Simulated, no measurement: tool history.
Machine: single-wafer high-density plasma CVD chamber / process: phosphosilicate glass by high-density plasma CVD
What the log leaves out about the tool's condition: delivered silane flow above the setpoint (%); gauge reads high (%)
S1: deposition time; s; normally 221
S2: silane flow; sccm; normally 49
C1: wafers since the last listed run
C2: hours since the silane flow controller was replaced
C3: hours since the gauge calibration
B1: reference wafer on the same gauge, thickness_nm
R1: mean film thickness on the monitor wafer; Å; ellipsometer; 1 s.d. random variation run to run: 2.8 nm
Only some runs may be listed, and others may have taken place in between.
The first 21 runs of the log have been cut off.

run	hour	S1	S2	C1	C2	C3	B1	R1
22	1750.7	262	46	579	3060.4	249.4	1289.177	12109.22
23	1799.8	248	40	527	3109.5	298.5	1289.876	9913.05
24	1861.1	241	55	659	3170.8	359.8	1290.235	13312.85
25	1911.9	200	44	546	3221.6	410.6	1290.396	8860.47
26	1977.6	199	55	706	3287.3	476.3	1289.341	10975.99
27	2035.9	221	49	626	3345.6	534.6	1291.147	10850.44
28	2104.3	235	54	735	3414.0	603.0	1289.717	12726.57
29	2207.6	209	54	1110	3517.3	706.3	1290.611	11284.22
# hour 2229.8: silane flow controller replaced
30	2270.6	235	49	591	40.8	769.3	1289.571	11769.44
31	2369.9	255	55	1067	140.1	868.6	1289.922	14273.92
32	2447.4	205	42	833	217.6	946.1	1290.511	8750.90
33	2520.3	207	44	783	290.5	1019.0	1290.654	9280.98
34	2609.4	192	46	957	379.6	1108.1	1290.733	8953.56
35	2649.9	203	41	435	420.1	1148.6	1290.035	8439.42
36	2733.9	240	49	903	504.1	1232.6	1290.414	11945.74
37	2789.2	194	44	594	559.4	1287.9	1291.103	8650.65
38	2855.2	202	49	709	625.4	1353.9	1289.460	10063.22
39	2933.3	221	49	839	703.5	1432.0	1290.082	10989.70
40	3008.1	221	49	804	778.3	1506.8	1289.880	11005.13
41	3049.4	194	49	444	819.6	1548.1	1289.784	9614.83
42	3127.1	197	49	835	897.3	1625.8	1290.582	9779.59
43	3171.2	209	57	474	941.4	1669.9	1289.349	12127.88

What if the next run were any one of these 5? Each begins from the tool's condition after run 43:
A	3171.7	264	49	5	941.9	1670.4	?	?
B	3171.7	221	40	5	941.9	1670.4	?	?
C	3171.7	257	49	5	941.9	1670.4	?	?
D	3171.7	207	46	5	941.9	1670.4	?	?
E	3171.7	247	55	5	941.9	1670.4	?	?

run	B1	R1
A	1289.024	13130.26
B	1289.024	8972.75
C	1289.024	12782.11
D	1289.024	9664.99
E	1289.024	13789.01
What these runs would have given with no unlogged condition in the tool:
run	R1
A	13152.21
B	8987.75
C	12803.47
D	9681.15
E	13812.05
